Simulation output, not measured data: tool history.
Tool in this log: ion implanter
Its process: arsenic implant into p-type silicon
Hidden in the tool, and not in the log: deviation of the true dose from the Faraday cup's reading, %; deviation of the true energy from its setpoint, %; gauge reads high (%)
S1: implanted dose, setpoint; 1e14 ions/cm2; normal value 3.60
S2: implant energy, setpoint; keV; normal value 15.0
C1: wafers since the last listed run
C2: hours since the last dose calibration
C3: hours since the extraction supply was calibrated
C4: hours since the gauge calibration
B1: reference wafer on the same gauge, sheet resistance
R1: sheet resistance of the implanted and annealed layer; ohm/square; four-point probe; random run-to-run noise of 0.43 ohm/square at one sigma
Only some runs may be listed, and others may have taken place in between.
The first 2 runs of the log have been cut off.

run,hour,S1,S2,C1,C2,C3,C4,B1,R1
3,178.9,3.60,15.0,2323,677.2,6542.1,828.1,249.05,285.40
4,237.5,3.60,15.0,1870,735.8,6600.7,886.7,249.02,284.97
# hour 264.3: extraction supply calibrated
# hour 319.9: Faraday cup replaced and dose calibrated
5,341.6,3.60,15.0,2812,21.7,77.3,990.8,248.93,286.99
6,404.9,3.34,18.0,2020,85.0,140.6,1054.1,248.97,296.35
7,592.3,3.34,18.0,5981,272.4,328.0,1241.5,248.94,296.21
8,632.6,3.60,17.0,1286,312.7,368.3,1281.8,249.00,282.37
9,675.9,3.60,15.0,1382,356.0,411.6,1325.1,249.04,286.12
10,747.9,3.60,15.0,2298,428.0,483.6,1397.1,249.00,285.39
11,824.4,3.32,15.0,2441,504.5,560.1,1473.6,248.95,303.78
12,870.4,3.60,15.0,1468,550.5,606.1,1519.6,249.03,285.41
13,916.9,3.60,15.0,1484,597.0,652.6,1566.1,249.06,285.50
14,981.0,4.17,15.0,2046,661.1,716.7,1630.2,249.00,256.21
15,1041.0,4.53,15.0,1915,721.1,776.7,1690.2,248.95,241.84
16,1078.4,3.60,10.5,1193,758.5,814.1,1727.6,248.99,296.69
# hour 1100.9: Faraday cup replaced and dose calibrated
17,1174.7,3.60,15.0,2818,73.8,910.4,1823.9,249.02,287.27
18,1224.7,4.68,18.0,1596,123.8,960.4,1873.9,249.05,232.25
19,1298.8,3.15,15.0,2365,197.9,1034.5,1948.0,248.94,316.86
20,1360.9,2.68,17.0,1982,260.0,1096.6,2010.1,249.06,351.82
21,1433.4,4.02,11.5,2314,332.5,1169.1,2082.6,249.09,273.03
22,1523.1,4.34,15.0,2863,422.2,1258.8,2172.3,249.00,250.39
23,1581.1,3.60,10.0,1851,480.2,1316.8,2230.3,249.07,299.82
# hour 1650.1: gauge calibrated
24,1651.9,4.02,11.5,2259,551.0,1387.6,1.8,249.08,272.33
25,1723.3,3.93,11.0,2279,622.4,1459.0,73.2,249.04,278.30
26,1788.2,3.18,13.5,2071,687.3,1523.9,138.1,248.91,316.57
27,1871.7,3.60,15.0,2665,770.8,1607.4,221.6,249.07,285.22

Run 28 has not been measured yet. What should we expect?
# hour 1897.4: Faraday cup replaced and dose calibrated
28,1913.5,3.08,10.0,1078,16.1,1649.2,263.4,?,?

B1: 249.03
R1: 338.51 ohm/square
The same run, on a tool lacking any hidden state, would have yielded R1 338.97 ohm/square.
